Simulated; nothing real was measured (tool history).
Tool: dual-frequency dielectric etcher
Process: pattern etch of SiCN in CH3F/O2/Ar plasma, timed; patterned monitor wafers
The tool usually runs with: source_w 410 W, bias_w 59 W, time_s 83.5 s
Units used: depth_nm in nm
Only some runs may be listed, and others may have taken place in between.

run	hour	source_w	bias_w	time_s	wafers since the last listed run	hours since the last wet clean	hours since the last source power generator calibration	hours since the last bias power generator calibration	hours since the last upper electrode change	hours since the gauge calibration	read-back reference wafer on the same gauge, depth_nm	depth_nm
1	0	360	59	83.5	0	481.4	3488.6	2182.1	4951.5	502.3	36.63	28.92
2	81.3	410	59	83.5	653	562.7	3569.9	2263.4	5032.8	583.6	36.61	29.91
# hour 132.2: wet clean of the chamber
# hour 173: gauge calibrated
3	182.7	410	59	83.5	622	50.5	3671.3	2364.8	5134.2	9.7	36.53	30.36
4	239.3	410	59	83.5	455	107.1	3727.9	2421.4	5190.8	66.3	36.6	30.42
5	279	350	59	83.5	319	146.8	3767.6	2461.1	5230.5	106	36.63	29.23
6	381.3	410	59	83.5	822	249.1	3869.9	2563.4	5332.8	208.3	36.63	30.24
# hour 452.7: upper electrode replaced
7	453.2	410	52	83.5	385	321	3941.8	2635.3	0.5	280.2	36.57	28.24
8	536.4	470	59	83.5	668	404.2	4025	2718.5	83.7	363.4	36.6	31
9	592.7	470	59	83.5	452	460.5	4081.3	2774.8	140	419.7	36.61	30.88
# hour 662.1: wet clean of the chamber
10	683.6	410	70	102.5	537	21.5	4172.2	2865.7	230.9	510.6	36.6	40.84
# hour 697.3: source power generator calibrated
# hour 718.9: bias power generator calibrated
11	786.2	480	69	75	760	124.1	88.9	67.3	333.5	613.2	36.59	30.54
12	874	470	59	83.5	705	211.9	176.7	155.1	421.3	701	36.53	31.41
# hour 897.2: gauge calibrated
13	963.9	330	66	103	722	301.8	266.6	245	511.2	66.7	36.61	36.96
14	1027.4	410	68	69.5	510	365.3	330.1	308.5	574.7	130.2	36.61	26.79
15	1093.3	410	59	83.5	529	431.2	396	374.4	640.6	196.1	36.57	29.91
16	1153	410	59	94	479	490.9	455.7	434.1	700.3	255.8	36.6	33.68
# hour 1233.2: wet clean of the chamber
17	1233.7	470	69	83.5	455	0.5	536.4	514.8	781	336.5	36.6	33.99
18	1255.5	410	59	83.5	175	22.3	558.2	536.6	802.8	358.3	36.58	30.44

Table of differences, measured result less the result of that run with no hidden state. Run-to-run variation is the same in both. Gauge scatter possibly is not:
Hidden state present: etch rate over this chamber's usual, %; source power that arrives over what is set, %; bias power that arrives over what is set, %; gauge reads high (%).
run	depth_nm
1	-0.67
2	-0.82
3	-0.12
4	-0.21
5	-0.26
6	-0.42
7	-0.49
8	-0.67
9	-0.77
10	-0.09
11	-0.21
12	-0.36
13	-0.6
14	-0.51
15	-0.68
16	-0.87
17	-0.14
18	-0.16

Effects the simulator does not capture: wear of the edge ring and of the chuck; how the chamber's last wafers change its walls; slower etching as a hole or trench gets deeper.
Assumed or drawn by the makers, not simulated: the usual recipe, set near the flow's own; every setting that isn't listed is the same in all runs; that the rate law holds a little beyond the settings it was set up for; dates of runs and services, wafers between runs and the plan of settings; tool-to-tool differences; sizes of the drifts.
